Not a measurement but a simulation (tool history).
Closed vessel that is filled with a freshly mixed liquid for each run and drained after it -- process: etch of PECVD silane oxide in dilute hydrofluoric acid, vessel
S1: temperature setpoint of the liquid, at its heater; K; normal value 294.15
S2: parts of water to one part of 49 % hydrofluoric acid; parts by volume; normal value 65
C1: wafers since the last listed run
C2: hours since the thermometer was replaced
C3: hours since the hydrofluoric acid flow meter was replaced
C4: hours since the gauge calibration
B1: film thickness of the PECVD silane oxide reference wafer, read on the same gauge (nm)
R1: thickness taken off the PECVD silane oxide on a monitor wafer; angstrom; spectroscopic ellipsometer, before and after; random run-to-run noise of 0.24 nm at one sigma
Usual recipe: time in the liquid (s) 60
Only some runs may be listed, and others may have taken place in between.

Run 1, hour 0.0: usual settings; C1 0; C2 1783.3; C3 567.7; C4 366.1; B1 110.00. Result: R1 288.5 angstrom.
Run 2, hour 46.8: usual settings; C1 5818; C2 1830.1; C3 614.5; C4 412.9; B1 110.00. Result: R1 289.1 angstrom.
Run 3, hour 114.4: usual settings; C1 8404; C2 1897.7; C3 682.1; C4 480.5; B1 110.01. Result: R1 290.6 angstrom.
Run 4, hour 191.5: usual settings but S1 292.15 K; C1 9585; C2 1974.8; C3 759.2; C4 557.6; B1 109.98. Result: R1 267.4 angstrom.
Run 5, hour 269.7: usual settings but S1 292.15 K; C1 9722; C2 2053.0; C3 837.4; C4 635.8; B1 110.03. Result: R1 271.6 angstrom.
Run 6, hour 326.0: usual settings but S1 292.15 K; C1 6999; C2 2109.3; C3 893.7; C4 692.1; B1 110.00. Result: R1 272.4 angstrom.
At hour 331.8: hydrofluoric acid flow meter replaced.
Run 7, hour 392.4: usual settings but S1 297.15 K, S2 85 parts by volume; C1 8130; C2 2175.7; C3 60.6; C4 758.5; B1 110.02. Result: R1 241.6 angstrom.
Run 8, hour 462.2: usual settings but S1 297.15 K, S2 85 parts by volume; C1 8677; C2 2245.5; C3 130.4; C4 828.3; B1 110.02. Result: R1 239.6 angstrom.
Run 9, hour 502.1: usual settings; C1 4960; C2 2285.4; C3 170.3; C4 868.2; B1 110.02. Result: R1 287.6 angstrom.
At hour 546.1: thermometer replaced.
Run 10, hour 695.2: usual settings; C1 23883; C2 149.1; C3 363.4; C4 1061.3; B1 109.99. Result: R1 270.6 angstrom.
At hour 699.9: gauge calibrated.
Run 11, hour 761.0: usual settings; C1 8180; C2 214.9; C3 429.2; C4 61.1; B1 110.01. Result: R1 269.6 angstrom.
Run 12, hour 799.5: usual settings but S1 297.65 K, S2 50 parts by volume; C1 4786; C2 253.4; C3 467.7; C4 99.6; B1 110.01. Result: R1 416.8 angstrom.
Run 13, hour 867.5: usual settings but S1 297.65 K, S2 50 parts by volume; C1 8454; C2 321.4; C3 535.7; C4 167.6; B1 109.98. Result: R1 420.9 angstrom.
Run 14, hour 931.1: usual settings but S2 85 parts by volume, time in the liquid (s) 50; C1 7907; C2 385.0; C3 599.3; C4 231.2; B1 109.97. Result: R1 170.5 angstrom.
Run 15, hour 974.0: usual settings; C1 5333; C2 427.9; C3 642.2; C4 274.1; B1 110.00. Result: R1 276.2 angstrom.
Run 16, hour 1035.4: usual settings; C1 7633; C2 489.3; C3 703.6; C4 335.5; B1 109.95. Result: R1 274.2 angstrom.
At hour 1073.1: hydrofluoric acid flow meter replaced.
Run 17, hour 1127.8: usual settings but S2 35 parts by volume, time in the liquid (s) 80; C1 11363; C2 581.7; C3 54.7; C4 427.9; B1 110.02. Result: R1 694.6 angstrom.
Run 18, hour 1202.6: usual settings but S1 292.65 K, S2 85 parts by volume; C1 9299; C2 656.5; C3 129.5; C4 502.7; B1 109.96. Result: R1 192.2 angstrom.
Run 19, hour 1245.9: usual settings but S1 297.65 K, S2 75 parts by volume, time in the liquid (s) 45; C1 5383; C2 699.8; C3 172.8; C4 546.0; B1 110.01. Result: R1 201.9 angstrom.
Run 20, hour 1296.0: usual settings but S1 296.65 K; C1 6228; C2 749.9; C3 222.9; C4 596.1; B1 110.01. Result: R1 300.6 angstrom.
Run 21, hour 1391.6: usual settings but S1 291.65 K, S2 85 parts by volume, time in the liquid (s) 75; C1 11885; C2 845.5; C3 318.5; C4 691.7; B1 110.01. Result: R1 231.8 angstrom.
Run 22, hour 1479.9: usual settings but S1 290.65 K, S2 45 parts by volume, time in the liquid (s) 45; C1 10977; C2 933.8; C3 406.8; C4 780.0; B1 110.02. Result: R1 271.6 angstrom.
Run 23, hour 1552.6: usual settings but S1 292.15 K; C1 9038; C2 1006.5; C3 479.5; C4 852.7; B1 110.00. Result: R1 260.1 angstrom.
Run 24, hour 1626.7: usual settings but S1 298.15 K, S2 55 parts by volume, time in the liquid (s) 30; C1 9212; C2 1080.6; C3 553.6; C4 926.8; B1 109.99. Result: R1 201.6 angstrom.
Run 25, hour 1695.5: usual settings but S1 291.65 K; C1 8553; C2 1149.4; C3 622.4; C4 995.6; B1 109.98. Result: R1 252.1 angstrom.
Run 26, hour 1735.0: usual settings but S1 290.15 K, S2 45 parts by volume, time in the liquid (s) 30; C1 4910; C2 1188.9; C3 661.9; C4 1035.1; B1 109.97. Result: R1 175.1 angstrom.

What if the next run were any one of these 4? Each begins from the tool's condition after run 26:
Run A, hour 1735.7: usual settings but time in the liquid (s) 70; C1 87; C2 1189.6; C3 662.6; C4 1035.8; B1 ?. Result: R1 ?.
Run B, hour 1735.7: usual settings but S2 90 parts by volume, time in the liquid (s) 30; C1 87; C2 1189.6; C3 662.6; C4 1035.8; B1 ?. Result: R1 ?.
Run C, hour 1735.7: usual settings but S2 55 parts by volume, time in the liquid (s) 45; C1 87; C2 1189.6; C3 662.6; C4 1035.8; B1 ?. Result: R1 ?.
Run D, hour 1735.7: usual settings but S2 55 parts by volume; C1 87; C2 1189.6; C3 662.6; C4 1035.8; B1 ?. Result: R1 ?.

run      B1     R1
  A  110.03  334.0
  B  110.03  100.3
  C  110.03  256.9
  D  110.03  342.5
With no hidden state in the tool, these same runs would have given:
run     R1
  A  306.3
  B   92.0
  C  235.6
  D  314.1

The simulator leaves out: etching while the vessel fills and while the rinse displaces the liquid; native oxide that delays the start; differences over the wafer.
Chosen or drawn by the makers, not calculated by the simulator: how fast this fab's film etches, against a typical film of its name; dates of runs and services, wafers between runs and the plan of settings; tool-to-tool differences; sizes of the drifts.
